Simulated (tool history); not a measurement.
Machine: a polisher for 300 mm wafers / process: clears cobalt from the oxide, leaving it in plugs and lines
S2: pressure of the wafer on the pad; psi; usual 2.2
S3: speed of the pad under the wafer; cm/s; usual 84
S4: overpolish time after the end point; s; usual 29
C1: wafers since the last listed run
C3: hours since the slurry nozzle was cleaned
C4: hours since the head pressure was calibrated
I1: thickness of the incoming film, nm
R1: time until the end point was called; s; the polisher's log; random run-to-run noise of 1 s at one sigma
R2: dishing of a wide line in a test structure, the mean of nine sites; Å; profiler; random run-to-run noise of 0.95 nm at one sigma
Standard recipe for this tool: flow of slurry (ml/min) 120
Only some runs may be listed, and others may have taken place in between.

Run 1, hour 0: usual settings but S2 1.9 psi, S4 33 s; C1 0; wafers polished on this pad 1202; C3 421.2; C4 222.4; I1 263.7. Result: R1 68.6 s, R2 575 Å.
Run 2, hour 13.3: usual settings; C1 142; wafers polished on this pad 1345; C3 434.5; C4 235.7; I1 262.7. Result: R1 64.7 s, R2 550 Å.
Run 3, hour 46: usual settings but flow of slurry (ml/min) 150; C1 351; wafers polished on this pad 1696; C3 467.2; C4 268.4; I1 260.6. Result: R1 61.1 s, R2 554 Å.
At hour 54.5: slurry nozzle cleaned.
At hour 101.5: worn pad replaced by a new one.
Run 4, hour 122.8: usual settings but flow of slurry (ml/min) 140; C1 770; wafers polished on this pad 228; C3 68.3; C4 345.2; I1 256.9. Result: R1 59.7 s, R2 561 Å.
Run 5, hour 156.4: usual settings; C1 360; wafers polished on this pad 589; C3 101.9; C4 378.8; I1 262. Result: R1 62.5 s, R2 533 Å.
Run 6, hour 177.9: usual settings; C1 230; wafers polished on this pad 819; C3 123.4; C4 400.3; I1 258. Result: R1 63 s, R2 539 Å.
Run 7, hour 193: usual settings; C1 162; wafers polished on this pad 981; C3 138.5; C4 415.4; I1 255.9. Result: R1 62.6 s, R2 551 Å.
Run 8, hour 227.1: usual settings; C1 366; wafers polished on this pad 1347; C3 172.6; C4 449.5; I1 256.4. Result: R1 61.4 s, R2 546 Å.
Run 9, hour 239.5: usual settings; C1 133; wafers polished on this pad 1481; C3 185; C4 461.9; I1 259.7. Result: R1 64.1 s, R2 544 Å.
Run 10, hour 266.1: usual settings but flow of slurry (ml/min) 105, S3 98 cm/s; C1 285; wafers polished on this pad 1766; C3 211.6; C4 488.5; I1 255.6. Result: R1 60.6 s, R2 553 Å.
Run 11, hour 290.2: usual settings but flow of slurry (ml/min) 105, S3 98 cm/s; C1 258; wafers polished on this pad 2025; C3 235.7; C4 512.6; I1 255.8. Result: R1 60.3 s, R2 540 Å.
At hour 308.6: worn pad replaced by a new one.
Run 12, hour 318.1: usual settings but flow of slurry (ml/min) 105, S3 98 cm/s; C1 256; wafers polished on this pad 102; C3 263.6; C4 540.5; I1 257.6. Result: R1 64.1 s, R2 536 Å.
Run 13, hour 334.8: usual settings; C1 179; wafers polished on this pad 281; C3 280.3; C4 557.2; I1 256.1. Result: R1 67.9 s, R2 509 Å.
Run 14, hour 362.6: usual settings; C1 298; wafers polished on this pad 580; C3 308.1; C4 585; I1 260.8. Result: R1 70.2 s, R2 519 Å.
Run 15, hour 375.7: usual settings; C1 140; wafers polished on this pad 720; C3 321.2; C4 598.1; I1 260.6. Result: R1 72.3 s, R2 526 Å.
At hour 395.4: head pressure recalibrated.
Run 16, hour 423.5: usual settings but S4 16 s; C1 491; wafers polished on this pad 1212; C3 369; C4 28.1; I1 258.6. Result: R1 71.9 s, R2 378 Å.
Run 17, hour 454.1: usual settings but S4 16 s; C1 328; wafers polished on this pad 1540; C3 399.6; C4 58.7; I1 259. Result: R1 73.7 s, R2 369 Å.
At hour 496.5: worn pad replaced by a new one, repeated, since the last time left the tool worse.
Run 18, hour 503.1: usual settings but flow of slurry (ml/min) 140, S2 1.5 psi; C1 483; wafers polished on this pad 70; C3 448.6; C4 107.7; I1 259.9. Result: R1 74.7 s, R2 503 Å.
Run 19, hour 518.9: usual settings; C1 169; wafers polished on this pad 240; C3 464.4; C4 123.5; I1 256. Result: R1 62.4 s, R2 553 Å.
Run 20, hour 532.8: usual settings but flow of slurry (ml/min) 90, S2 1.9 psi, S4 39 s; C1 149; wafers polished on this pad 389; C3 478.3; C4 137.4; I1 255.2. Result: R1 72.2 s, R2 573 Å.
Run 21, hour 567.7: usual settings but flow of slurry (ml/min) 90, S2 1.9 psi, S4 39 s; C1 374; wafers polished on this pad 764; C3 513.2; C4 172.3; I1 262.2. Result: R1 75.7 s, R2 585 Å.
At hour 589.3: slurry nozzle cleaned.
Run 22, hour 598: usual settings; C1 314; wafers polished on this pad 1078; C3 8.7; C4 202.6; I1 258.1. Result: R1 63 s, R2 542 Å.
Run 23, hour 615.1: usual settings but flow of slurry (ml/min) 140, S2 2.7 psi, S3 72 cm/s; C1 183; wafers polished on this pad 1262; C3 25.8; C4 219.7; I1 260.5. Result: R1 61.9 s, R2 559 Å.
Run 24, hour 650.5: usual settings; C1 379; wafers polished on this pad 1642; C3 61.2; C4 255.1; I1 256.2. Result: R1 65.3 s, R2 527 Å.
Run 25, hour 680.2: usual settings but flow of slurry (ml/min) 110, S2 2.6 psi, S3 106 cm/s, S4 22 s; C1 318; wafers polished on this pad 1960; C3 90.9; C4 284.8; I1 260.4. Result: R1 53.1 s, R2 531 Å.
Run 26, hour 703.9: usual settings but S2 1.5 psi, S3 92 cm/s, S4 24 s; C1 254; wafers polished on this pad 2215; C3 114.6; C4 308.5; I1 262.9. Result: R1 79 s, R2 470 Å.
At hour 711: worn pad replaced by a new one.
Run 27, hour 737.1: usual settings; C1 313; wafers polished on this pad 279; C3 147.8; C4 341.7; I1 258.5. Result: R1 62.4 s, R2 571 Å.
Run 28, hour 753: usual settings but S2 2.9 psi, S3 58 cm/s, S4 24 s; C1 170; wafers polished on this pad 450; C3 163.7; C4 357.6; I1 255.8. Result: R1 66.5 s, R2 489 Å.
Run 29, hour 775.6: usual settings but S2 2.7 psi; C1 242; wafers polished on this pad 692; C3 186.3; C4 380.2; I1 260.2. Result: R1 55 s, R2 568 Å.
Run 30, hour 802.4: usual settings but S2 2.5 psi; C1 287; wafers polished on this pad 980; C3 213.1; C4 407; I1 263.3. Result: R1 60.1 s, R2 568 Å.
Run 31, hour 834: usual settings; C1 339; wafers polished on this pad 1319; C3 244.7; C4 438.6; I1 255.4. Result: R1 61.3 s, R2 540 Å.
Run 32, hour 864.3: usual settings but flow of slurry (ml/min) 95, S3 92 cm/s, S4 36 s; C1 325; wafers polished on this pad 1645; C3 275; C4 468.9; I1 259.2. Result: R1 64.3 s, R2 598 Å.
At hour 871.9: worn pad replaced by a new one.
Run 33, hour 899.3: usual settings but S2 1.9 psi; C1 332; wafers polished on this pad 293; C3 310; C4 503.9; I1 258.6. Result: R1 67.2 s, R2 526 Å.
Run 34, hour 932.2: usual settings; C1 353; wafers polished on this pad 647; C3 342.9; C4 536.8; I1 263.7. Result: R1 62.5 s, R2 561 Å.
At hour 937.6: head pressure recalibrated.
Run 35, hour 945.3: usual settings but flow of slurry (ml/min) 110; C1 119; wafers polished on this pad 766; C3 356; C4 7.7; I1 259.7. Result: R1 65.1 s, R2 549 Å.

Difference, measured minus no-hidden-state, one row per run. Run-to-run variation is common to both terms; the gauge's own scatter need not be:
Hidden conditions of the tool in this case: removal rate lost through wear of the pad, %; slurry flow missing at the pad, %; deviation of the head's pressure from its setpoint, %.
run    R1   R2
  1  +1.3   -4
  2  +1.5   -6
  3  +2.3   -8
  4  +0.1   +0
  5  +0.3   -1
  6  +0.5   -2
  7  +0.8   -3
  8  +1.4   -6
  9  +1.8   -6
 10  +2.4   -8
 11  +3.1  -11
 12  +6.7  -23
 13  +7.2  -24
 14  +7.7  -25
 15  +8.1  -27
 16  +8.9  -33
 17   +10  -35
 18  +0.1   +0
 19  +0.1   +0
 20  +0.3   -1
 21  +0.6   -2
 22    +1   -3
 23  +1.4   -5
 24  +2.4   -7
 25  +2.7  -11
 26    +5  -17
 27  +0.1   -1
 28  +0.3   -2
 29  +0.4   -1
 30  +0.8   -3
 31  +1.5   -5
 32  +2.3   -7
 33  +0.1   +0
 34  +0.4   -1
 35  +0.6   -2
